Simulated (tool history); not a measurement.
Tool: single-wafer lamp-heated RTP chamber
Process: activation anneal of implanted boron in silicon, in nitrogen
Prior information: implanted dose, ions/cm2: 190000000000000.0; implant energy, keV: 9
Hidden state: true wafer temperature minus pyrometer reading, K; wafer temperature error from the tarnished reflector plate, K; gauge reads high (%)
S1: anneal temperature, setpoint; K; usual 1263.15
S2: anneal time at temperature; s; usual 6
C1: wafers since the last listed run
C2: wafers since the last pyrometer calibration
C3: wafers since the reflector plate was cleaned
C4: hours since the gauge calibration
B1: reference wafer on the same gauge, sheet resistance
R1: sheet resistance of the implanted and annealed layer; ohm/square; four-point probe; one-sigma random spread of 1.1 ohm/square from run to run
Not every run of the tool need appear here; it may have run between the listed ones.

{"run": 1, "day": 0.0, "S1": 1263.15, "S2": 4, "C1": 0, "C2": 2990, "C3": 2867, "C4": 1250.6, "B1": 480.51, "R1": 552.49}
{"run": 2, "day": 4.021, "S1": 1263.15, "S2": 4, "C1": 1092, "C2": 4082, "C3": 3959, "C4": 1347.1, "B1": 479.78, "R1": 550.89}
{"day": 5.471, "done": "pyrometer window cleaned and pyrometer calibrated"}
{"run": 3, "day": 6.858, "S1": 1263.15, "S2": 4, "C1": 680, "C2": 376, "C3": 4640, "C4": 1415.2, "B1": 479.77, "R1": 551.1}
{"run": 4, "day": 9.846, "S1": 1263.15, "S2": 6, "C1": 811, "C2": 1188, "C3": 5451, "C4": 1486.9, "B1": 480.28, "R1": 549.01}
{"run": 5, "day": 13.342, "S1": 1263.15, "S2": 6, "C1": 949, "C2": 2137, "C3": 6401, "C4": 1570.8, "B1": 480.14, "R1": 547.74}
{"run": 6, "day": 16.275, "S1": 1263.15, "S2": 6, "C1": 796, "C2": 2934, "C3": 7198, "C4": 1641.2, "B1": 479.31, "R1": 548.78}
{"run": 7, "day": 18.396, "S1": 1263.15, "S2": 6, "C1": 576, "C2": 3510, "C3": 7774, "C4": 1692.1, "B1": 480.06, "R1": 548.2}
{"day": 21.617, "done": "pyrometer window cleaned and pyrometer calibrated"}
{"run": 8, "day": 22.321, "S1": 1263.15, "S2": 6, "C1": 975, "C2": 190, "C3": 8750, "C4": 1786.3, "B1": 480.11, "R1": 548.03}
{"run": 9, "day": 24.629, "S1": 1263.15, "S2": 6, "C1": 627, "C2": 817, "C3": 9377, "C4": 1841.7, "B1": 480.1, "R1": 549.48}
{"run": 10, "day": 28.338, "S1": 1263.15, "S2": 6, "C1": 1007, "C2": 1825, "C3": 10384, "C4": 1930.7, "B1": 479.89, "R1": 548.0}
{"day": 29.812, "done": "gauge calibrated"}
{"day": 34.025, "done": "reflector plate cleaned"}
{"run": 11, "day": 34.992, "S1": 1263.15, "S2": 6, "C1": 1717, "C2": 3542, "C3": 262, "C4": 124.3, "B1": 480.36, "R1": 552.25}
{"day": 37.208, "done": "pyrometer window cleaned and pyrometer calibrated"}
{"run": 12, "day": 46.642, "S1": 1251.15, "S2": 8, "C1": 3074, "C2": 2562, "C3": 3336, "C4": 403.9, "B1": 480.01, "R1": 554.55}
{"run": 13, "day": 48.846, "S1": 1263.15, "S2": 6, "C1": 598, "C2": 3161, "C3": 3935, "C4": 456.8, "B1": 480.12, "R1": 549.26}
{"run": 14, "day": 52.954, "S1": 1263.15, "S2": 6, "C1": 1116, "C2": 4277, "C3": 5051, "C4": 555.4, "B1": 480.01, "R1": 546.12}
{"run": 15, "day": 55.142, "S1": 1273.15, "S2": 6, "C1": 594, "C2": 4871, "C3": 5645, "C4": 607.9, "B1": 480.1, "R1": 544.35}
{"day": 55.483, "done": "pyrometer window cleaned and pyrometer calibrated"}
{"run": 16, "day": 58.0, "S1": 1263.15, "S2": 6, "C1": 685, "C2": 683, "C3": 6331, "C4": 676.5, "B1": 480.23, "R1": 549.9}
{"run": 17, "day": 61.408, "S1": 1263.15, "S2": 6, "C1": 925, "C2": 1609, "C3": 7257, "C4": 758.3, "B1": 480.1, "R1": 549.31}
{"day": 70.521, "done": "reflector plate cleaned"}
{"run": 18, "day": 71.196, "S1": 1263.15, "S2": 7, "C1": 2568, "C2": 4177, "C3": 183, "C4": 993.2, "B1": 479.74, "R1": 550.61}
{"day": 71.871, "done": "pyrometer window cleaned and pyrometer calibrated"}
{"run": 19, "day": 72.925, "S1": 1289.15, "S2": 4, "C1": 379, "C2": 286, "C3": 562, "C4": 1034.7, "B1": 479.82, "R1": 544.57}
{"run": 20, "day": 75.475, "S1": 1241.15, "S2": 6, "C1": 692, "C2": 979, "C3": 1255, "C4": 1095.9, "B1": 479.64, "R1": 568.33}
{"run": 21, "day": 77.333, "S1": 1290.15, "S2": 8, "C1": 504, "C2": 1483, "C3": 1759, "C4": 1140.5, "B1": 480.58, "R1": 541.52}

What will run 22 give?
{"run": 22, "day": 79.346, "S1": 1243.15, "S2": 7, "C1": 546, "C2": 2030, "C3": 2306, "C4": 1188.8, "B1": "?", "R1": "?"}

{"run 22": {"B1": 480.07, "R1": 561.71}}
With the hidden condition absent and the run-to-run variation left alone, this run would have shown R1 568.47 ohm/square.
